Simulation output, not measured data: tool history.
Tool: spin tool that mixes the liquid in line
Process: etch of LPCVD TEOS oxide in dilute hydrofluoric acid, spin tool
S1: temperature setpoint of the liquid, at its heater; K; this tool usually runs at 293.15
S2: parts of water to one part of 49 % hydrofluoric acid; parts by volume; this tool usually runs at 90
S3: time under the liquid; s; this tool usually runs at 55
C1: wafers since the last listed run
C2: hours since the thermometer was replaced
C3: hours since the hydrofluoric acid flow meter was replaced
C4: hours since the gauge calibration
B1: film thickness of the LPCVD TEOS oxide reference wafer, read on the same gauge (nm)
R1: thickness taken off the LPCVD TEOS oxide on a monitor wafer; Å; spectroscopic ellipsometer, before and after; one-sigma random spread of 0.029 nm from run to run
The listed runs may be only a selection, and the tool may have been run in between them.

| run | hour | S1 | S2 | S3 | C1 | C2 | C3 | C4 | B1 | R1 |
|---|---|---|---|---|---|---|---|---|---|---|
| 1 | 0.0 | 293.15 | 90 | 55 | 0 | 2158.0 | 2575.2 | 112.1 | 39.97 | 117.7 |
| 2 | 20.3 | 293.15 | 90 | 55 | 332 | 2178.3 | 2595.5 | 132.4 | 39.97 | 117.6 |
| 3 | 55.3 | 293.15 | 90 | 55 | 573 | 2213.3 | 2630.5 | 167.4 | 39.97 | 117.9 |
| 4 | 69.4 | 293.15 | 90 | 55 | 230 | 2227.4 | 2644.6 | 181.5 | 40.01 | 118.4 |
| 5 | 89.7 | 293.15 | 90 | 55 | 332 | 2247.7 | 2664.9 | 201.8 | 40.00 | 118.8 |
| 6 | 106.0 | 293.15 | 90 | 55 | 267 | 2264.0 | 2681.2 | 218.1 | 40.01 | 119.1 |
| 7 | 124.3 | 293.15 | 90 | 55 | 299 | 2282.3 | 2699.5 | 236.4 | 39.99 | 120.1 |
| 8 | 158.6 | 293.15 | 90 | 55 | 561 | 2316.6 | 2733.8 | 270.7 | 40.01 | 119.5 |
|  | 164.6 | hydrofluoric acid flow meter replaced |
| 9 | 194.1 | 294.15 | 100 | 55 | 565 | 2352.1 | 29.5 | 306.2 | 40.00 | 96.9 |
| 10 | 214.4 | 293.15 | 55 | 75 | 332 | 2372.4 | 49.8 | 326.5 | 40.02 | 244.8 |
| 11 | 236.0 | 293.15 | 90 | 55 | 353 | 2394.0 | 71.4 | 348.1 | 40.01 | 106.0 |
|  | 246.0 | thermometer replaced |
| 12 | 261.2 | 293.15 | 45 | 75 | 396 | 15.2 | 96.6 | 373.3 | 39.97 | 278.8 |
| 13 | 275.2 | 293.15 | 90 | 75 | 229 | 29.2 | 110.6 | 387.3 | 40.01 | 132.7 |
| 14 | 293.4 | 293.15 | 90 | 55 | 298 | 47.4 | 128.8 | 405.5 | 39.96 | 97.9 |
|  | 295.6 | gauge calibrated |
| 15 | 309.8 | 298.15 | 55 | 30 | 268 | 63.8 | 145.2 | 14.2 | 40.00 | 111.5 |
| 16 | 341.9 | 297.65 | 110 | 55 | 525 | 95.9 | 177.3 | 46.3 | 39.97 | 93.6 |
| 17 | 356.2 | 296.65 | 60 | 85 | 234 | 110.2 | 191.6 | 60.6 | 39.96 | 272.8 |
| 18 | 371.3 | 290.15 | 55 | 55 | 247 | 125.3 | 206.7 | 75.7 | 40.06 | 146.6 |
| 19 | 402.1 | 293.15 | 90 | 55 | 504 | 156.1 | 237.5 | 106.5 | 39.96 | 98.0 |

Here are 3 independent what-if runs from the current tool condition. What would each one return?
| A | 402.5 | 293.15 | 90 | 35 | 6 | 156.5 | 237.9 | 106.9 | ? | ? |
| B | 402.5 | 290.15 | 90 | 85 | 6 | 156.5 | 237.9 | 106.9 | ? | ? |
| C | 402.5 | 293.15 | 45 | 55 | 6 | 156.5 | 237.9 | 106.9 | ? | ? |

| run | B1 | R1 |
|---|---|---|
| A | 39.99 | 62.6 |
| B | 39.99 | 134.1 |
| C | 39.99 | 207.3 |
With the hidden condition removed and each run's random variation left untouched, the same runs would have given:
| run | R1 |
|---|---|
| A | 60.3 |
| B | 129.2 |
| C | 199.9 |
